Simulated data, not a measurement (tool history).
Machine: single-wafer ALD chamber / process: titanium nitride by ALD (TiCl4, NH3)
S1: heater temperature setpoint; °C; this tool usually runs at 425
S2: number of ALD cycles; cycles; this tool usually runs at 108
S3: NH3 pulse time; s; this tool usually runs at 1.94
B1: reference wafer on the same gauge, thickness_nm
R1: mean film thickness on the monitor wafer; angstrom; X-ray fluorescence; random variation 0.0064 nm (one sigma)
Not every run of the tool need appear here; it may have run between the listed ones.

run    hour   S1   S2    S3     B1     R1
  1       0  425   93  1.94   2.63  21.97
  2    68.9  425   93  1.94  2.628  21.93
  3   109.6  425   93  1.94  2.632  21.94
  4   223.9  425  108  1.94  2.628  25.38
  5   373.1  425  108  1.94  2.632  25.62
      495.5  -- gauge calibrated
  6   529.3  425  108  1.94  2.628  25.42
      648.3  -- showerhead replaced
  7   662.8  425  108  1.94  2.631  25.38
  8   712.6  425  108  1.94  2.631  25.41
  9     738  425  108  1.94  2.632  25.43
 10   766.5  425  108  1.59  2.627  25.27
 11   832.5  425  108  1.78  2.635   25.5
 12   865.9  415  108  1.94   2.63  25.38
 13   914.9  425  108  1.94  2.629  25.54
 14   972.4  425  108  1.94  2.633  25.47
 15  1000.7  438  118  1.94   2.63  27.85
 16  1025.2  418  124  1.94  2.628  29.09
 17  1052.8  418  124  1.94  2.627  29.09
 18  1085.4  415  122  2.32  2.632  28.72
       1110  -- thermocouple changed; heater temperature recalibrated
 19  1116.5  425  108  2.57  2.633   25.7
 20  1184.7  436  124  1.94  2.633  29.26
 21  1230.3  434  108  1.94  2.629  25.41
 22  1290.4  411  108  1.94  2.634  25.19
 23  1358.8  425  108  1.94  2.631  25.47
 24  1398.2  425  108  1.94   2.63  25.54
 25  1452.5  432   91  1.65  2.628  21.39
 26  1514.2  425  108  2.51  2.631  25.56
 27  1541.9  425  123  1.94  2.631  28.97
 28  1586.7  436  124  1.94  2.632  29.13

What was the tool's hidden state at every run in the log?
wafer temperature above the value expected at the setpoint (K): 0 on each run
gauge reads high (%): 0 on each run
